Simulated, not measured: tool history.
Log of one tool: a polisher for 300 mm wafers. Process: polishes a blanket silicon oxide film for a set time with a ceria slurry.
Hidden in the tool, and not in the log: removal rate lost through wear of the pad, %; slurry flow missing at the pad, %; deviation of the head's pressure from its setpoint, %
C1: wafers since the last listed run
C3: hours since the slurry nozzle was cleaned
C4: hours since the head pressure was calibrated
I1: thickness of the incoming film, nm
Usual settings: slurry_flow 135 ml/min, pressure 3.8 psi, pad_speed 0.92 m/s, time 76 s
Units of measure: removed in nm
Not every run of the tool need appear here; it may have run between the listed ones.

run 1 day=0.000 | slurry_flow=135 pressure=3.8 pad_speed=0.92 time=76 | C1=0 wafers_polished_on_this_pad=3898 C3=21.9 C4=239.1 | I1=1346.4 | removed=409.3
-- day=0.875 worn pad replaced by a new one
run 2 day=1.017 | slurry_flow=135 pressure=3.8 pad_speed=0.92 time=76 | C1=262 wafers_polished_on_this_pad=43 C3=46.3 C4=263.5 | I1=1347.1 | removed=411.2
run 3 day=2.708 | slurry_flow=135 pressure=3.8 pad_speed=0.92 time=76 | C1=521 wafers_polished_on_this_pad=564 C3=86.9 C4=304.1 | I1=1324.6 | removed=401.3
-- day=3.475 head pressure recalibrated
run 4 day=5.446 | slurry_flow=135 pressure=3.8 pad_speed=0.92 time=76 | C1=818 wafers_polished_on_this_pad=1383 C3=152.6 C4=47.3 | I1=1329.9 | removed=393.8
run 5 day=7.254 | slurry_flow=135 pressure=3.8 pad_speed=0.92 time=76 | C1=557 wafers_polished_on_this_pad=1940 C3=196.0 C4=90.7 | I1=1322.0 | removed=392.2
run 6 day=9.538 | slurry_flow=135 pressure=3.8 pad_speed=0.92 time=76 | C1=704 wafers_polished_on_this_pad=2645 C3=250.8 C4=145.5 | I1=1338.5 | removed=375.6
-- day=11.667 slurry nozzle cleaned
run 7 day=11.679 | slurry_flow=135 pressure=3.8 pad_speed=0.92 time=76 | C1=647 wafers_polished_on_this_pad=3292 C3=0.3 C4=196.9 | I1=1301.9 | removed=411.7
run 8 day=13.312 | slurry_flow=135 pressure=3.8 pad_speed=0.92 time=76 | C1=503 wafers_polished_on_this_pad=3796 C3=39.5 C4=236.1 | I1=1309.3 | removed=406.7
-- day=14.550 worn pad replaced by a new one
run 9 day=15.792 | slurry_flow=135 pressure=3.8 pad_speed=0.92 time=76 | C1=713 wafers_polished_on_this_pad=383 C3=99.0 C4=295.6 | I1=1311.2 | removed=397.1
run 10 day=17.567 | slurry_flow=135 pressure=3.8 pad_speed=0.92 time=76 | C1=547 wafers_polished_on_this_pad=930 C3=141.6 C4=338.2 | I1=1346.0 | removed=396.5
-- day=20.546 head pressure recalibrated
run 11 day=20.567 | slurry_flow=135 pressure=3.8 pad_speed=0.92 time=76 | C1=899 wafers_polished_on_this_pad=1830 C3=213.6 C4=0.5 | I1=1324.7 | removed=388.7
run 12 day=23.292 | slurry_flow=135 pressure=3.8 pad_speed=0.92 time=76 | C1=840 wafers_polished_on_this_pad=2670 C3=279.0 C4=65.9 | I1=1326.2 | removed=368.8
run 13 day=25.133 | slurry_flow=135 pressure=3.8 pad_speed=0.92 time=76 | C1=567 wafers_polished_on_this_pad=3238 C3=323.2 C4=110.1 | I1=1319.3 | removed=366.5
-- day=26.183 slurry nozzle cleaned
run 14 day=26.567 | slurry_flow=155 pressure=3.8 pad_speed=0.92 time=76 | C1=429 wafers_polished_on_this_pad=3667 C3=9.2 C4=144.5 | I1=1329.0 | removed=425.6
run 15 day=28.404 | slurry_flow=155 pressure=3.8 pad_speed=0.92 time=76 | C1=566 wafers_polished_on_this_pad=4234 C3=53.3 C4=188.6 | I1=1320.4 | removed=413.1
-- day=29.479 worn pad replaced by a new one
run 16 day=30.733 | slurry_flow=155 pressure=3.8 pad_speed=0.92 time=76 | C1=666 wafers_polished_on_this_pad=387 C3=109.2 C4=244.5 | I1=1329.4 | removed=410.4
run 17 day=33.254 | slurry_flow=100 pressure=3.8 pad_speed=0.92 time=76 | C1=777 wafers_polished_on_this_pad=1164 C3=169.7 C4=305.0 | I1=1301.8 | removed=361.7
-- day=35.958 head pressure recalibrated
run 18 day=36.154 | slurry_flow=100 pressure=3.8 pad_speed=0.92 time=76 | C1=868 wafers_polished_on_this_pad=2033 C3=239.3 C4=4.7 | I1=1303.9 | removed=334.1
run 19 day=37.267 | slurry_flow=95 pressure=3.8 pad_speed=0.64 time=92 | C1=343 wafers_polished_on_this_pad=2376 C3=266.0 C4=31.4 | I1=1333.2 | removed=267.2
run 20 day=38.333 | slurry_flow=135 pressure=3.8 pad_speed=0.92 time=76 | C1=328 wafers_polished_on_this_pad=2705 C3=291.6 C4=57.0 | I1=1331.7 | removed=353.9
-- day=38.679 slurry nozzle cleaned
run 21 day=40.875 | slurry_flow=135 pressure=3.8 pad_speed=0.92 time=76 | C1=770 wafers_polished_on_this_pad=3476 C3=52.7 C4=118.0 | I1=1311.2 | removed=399.7
-- day=43.008 worn pad replaced by a new one
run 22 day=43.733 | slurry_flow=100 pressure=3.3 pad_speed=0.74 time=76 | C1=830 wafers_polished_on_this_pad=224 C3=121.3 C4=186.6 | I1=1308.7 | removed=252.1
run 23 day=45.112 | slurry_flow=135 pressure=3.8 pad_speed=0.92 time=76 | C1=425 wafers_polished_on_this_pad=649 C3=154.4 C4=219.7 | I1=1325.3 | removed=392.0
run 24 day=46.683 | slurry_flow=155 pressure=3.3 pad_speed=0.92 time=66 | C1=484 wafers_polished_on_this_pad=1133 C3=192.1 C4=257.4 | I1=1311.8 | removed=296.0
run 25 day=48.375 | slurry_flow=135 pressure=3.3 pad_speed=0.92 time=76 | C1=521 wafers_polished_on_this_pad=1655 C3=232.7 C4=298.0 | I1=1317.9 | removed=327.3
run 26 day=50.550 | slurry_flow=135 pressure=3.8 pad_speed=0.92 time=76 | C1=670 wafers_polished_on_this_pad=2326 C3=284.9 C4=350.2 | I1=1325.3 | removed=364.0
-- day=51.079 head pressure recalibrated
run 27 day=53.162 | slurry_flow=135 pressure=2.6 pad_speed=1.22 time=76 | C1=779 wafers_polished_on_this_pad=3106 C3=347.6 C4=50.0 | I1=1325.9 | removed=322.2
-- day=54.025 slurry nozzle cleaned
run 28 day=55.529 | slurry_flow=135 pressure=3.8 pad_speed=0.92 time=76 | C1=717 wafers_polished_on_this_pad=3823 C3=36.1 C4=106.8 | I1=1326.3 | removed=413.5
run 29 day=58.283 | slurry_flow=110 pressure=2.6 pad_speed=0.80 time=59 | C1=849 wafers_polished_on_this_pad=4672 C3=102.2 C4=172.9 | I1=1294.3 | removed=173.3
-- day=59.408 worn pad replaced by a new one
run 30 day=59.883 | slurry_flow=135 pressure=3.8 pad_speed=1.16 time=76 | C1=442 wafers_polished_on_this_pad=146 C3=140.6 C4=211.3 | I1=1303.2 | removed=504.5
run 31 day=62.108 | slurry_flow=100 pressure=4.8 pad_speed=1.22 time=98 | C1=686 wafers_polished_on_this_pad=832 C3=194.0 C4=264.7 | I1=1326.9 | removed=747.8
run 32 day=64.042 | slurry_flow=135 pressure=3.8 pad_speed=0.92 time=76 | C1=596 wafers_polished_on_this_pad=1429 C3=240.4 C4=311.1 | I1=1342.5 | removed=381.2
-- day=65.988 head pressure recalibrated
run 33 day=66.725 | slurry_flow=135 pressure=3.0 pad_speed=0.82 time=76 | C1=801 wafers_polished_on_this_pad=2230 C3=304.8 C4=17.7 | I1=1301.6 | removed=253.3
run 34 day=69.450 | slurry_flow=120 pressure=3.8 pad_speed=0.92 time=59 | C1=840 wafers_polished_on_this_pad=3071 C3=370.2 C4=83.1 | I1=1334.7 | removed=260.3
-- day=70.425 slurry nozzle cleaned
run 35 day=71.792 | slurry_flow=110 pressure=2.6 pad_speed=0.80 time=59 | C1=709 wafers_polished_on_this_pad=3780 C3=32.8 C4=139.3 | I1=1336.9 | removed=181.5
run 36 day=73.442 | slurry_flow=150 pressure=3.3 pad_speed=1.06 time=94 | C1=508 wafers_polished_on_this_pad=4289 C3=72.4 C4=178.9 | I1=1301.8 | removed=510.0

Difference, measured minus no-hidden-state, one row per run. Run-to-run variation is common to both terms; the gauge's own scatter need not be:
run=1 removed=-5.2
run=2 removed=-8.1
run=3 removed=-13.1
run=4 removed=-22.4
run=5 removed=-29.8
run=6 removed=-39.5
run=7 removed=-2.9
run=8 removed=-7.3
run=9 removed=-14.5
run=10 removed=-20.8
run=11 removed=-33.0
run=12 removed=-45.5
run=13 removed=-57.3
run=14 removed=-4.9
run=15 removed=-9.5
run=16 removed=-16.2
run=17 removed=-34.7
run=18 removed=-48.7
run=19 removed=-47.7
run=20 removed=-50.4
run=21 removed=-7.7
run=22 removed=-14.2
run=23 removed=-21.3
run=24 removed=-18.2
run=25 removed=-29.7
run=26 removed=-44.4
run=27 removed=-54.8
run=28 removed=-7.2
run=29 removed=-8.1
run=30 removed=-26.6
run=31 removed=-77.2
run=32 removed=-38.2
run=33 removed=-36.1
run=34 removed=-59.3
run=35 removed=-2.2
run=36 removed=-9.5

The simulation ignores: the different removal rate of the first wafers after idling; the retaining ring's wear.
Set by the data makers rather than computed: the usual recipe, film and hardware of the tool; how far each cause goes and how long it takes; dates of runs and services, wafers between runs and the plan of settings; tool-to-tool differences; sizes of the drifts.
